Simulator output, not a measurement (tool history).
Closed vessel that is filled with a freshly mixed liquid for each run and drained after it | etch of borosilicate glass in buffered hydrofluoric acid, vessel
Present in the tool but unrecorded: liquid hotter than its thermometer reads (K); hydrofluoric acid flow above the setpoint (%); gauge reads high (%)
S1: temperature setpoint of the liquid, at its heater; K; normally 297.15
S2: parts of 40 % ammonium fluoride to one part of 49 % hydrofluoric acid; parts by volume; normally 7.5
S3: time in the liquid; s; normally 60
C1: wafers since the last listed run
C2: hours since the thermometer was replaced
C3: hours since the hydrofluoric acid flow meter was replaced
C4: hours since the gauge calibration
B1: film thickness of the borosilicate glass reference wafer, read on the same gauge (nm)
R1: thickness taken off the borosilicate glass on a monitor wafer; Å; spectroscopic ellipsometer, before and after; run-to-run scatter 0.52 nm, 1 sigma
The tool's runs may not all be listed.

run	hour	S1	S2	S3	C1	C2	C3	C4	B1	R1
1	0	295.15	7.5	60	0	1422.2	1937.4	0.6	59.99	920.4
2	27.2	295.15	7.5	60	2939	1449.4	1964.6	27.8	59.99	920.3
3	62.1	297.15	7.5	60	3771	1484.3	1999.5	62.7	59.97	1023.1
4	93.2	297.15	7.5	85	3360	1515.4	2030.6	93.8	59.99	1460.6
5	117	297.15	7.5	85	2572	1539.2	2054.4	117.6	59.99	1455.1
# hour 140.8: thermometer replaced
6	150.8	297.15	7.5	60	3544	10	2088.2	151.4	59.98	1029.7
7	182.8	297.15	7.5	60	3458	42	2120.2	183.4	59.97	1035.3
# hour 184.9: hydrofluoric acid flow meter replaced
8	210.6	293.15	7.5	90	2896	69.8	25.7	211.2	59.98	1116
9	224.8	297.15	7.5	60	1534	84	39.9	225.4	60.04	922.3
10	239.2	297.15	5.5	60	1556	98.4	54.3	239.8	60.01	1239.4
11	275.1	299.65	8.5	75	3879	134.3	90.2	275.7	60.02	1142.9
# hour 278.2: gauge calibrated
12	293.8	297.15	7.5	60	2020	153	108.9	15.6	59.99	924.8
13	317.8	300.65	5	75	2593	177	132.9	39.6	60.01	2048.8
14	349.3	293.65	7.5	60	3404	208.5	164.4	71.1	59.95	777.8
15	375.4	297.15	7.5	30	2820	234.6	190.5	97.2	59.95	461.1

Alternative continuations, all from the tool just after run 15; predict every row:
A	376.1	297.15	7.5	45	75	235.3	191.2	97.9	?	?
B	376.1	293.65	5	60	75	235.3	191.2	97.9	?	?
C	376.1	297.15	7.5	75	75	235.3	191.2	97.9	?	?

run	B1	R1
A	60.02	699.7
B	60.02	1126.8
C	60.02	1166.1
Without the tool's hidden state the same runs would have given:
run	R1
A	687.8
B	1109.4
C	1146.4

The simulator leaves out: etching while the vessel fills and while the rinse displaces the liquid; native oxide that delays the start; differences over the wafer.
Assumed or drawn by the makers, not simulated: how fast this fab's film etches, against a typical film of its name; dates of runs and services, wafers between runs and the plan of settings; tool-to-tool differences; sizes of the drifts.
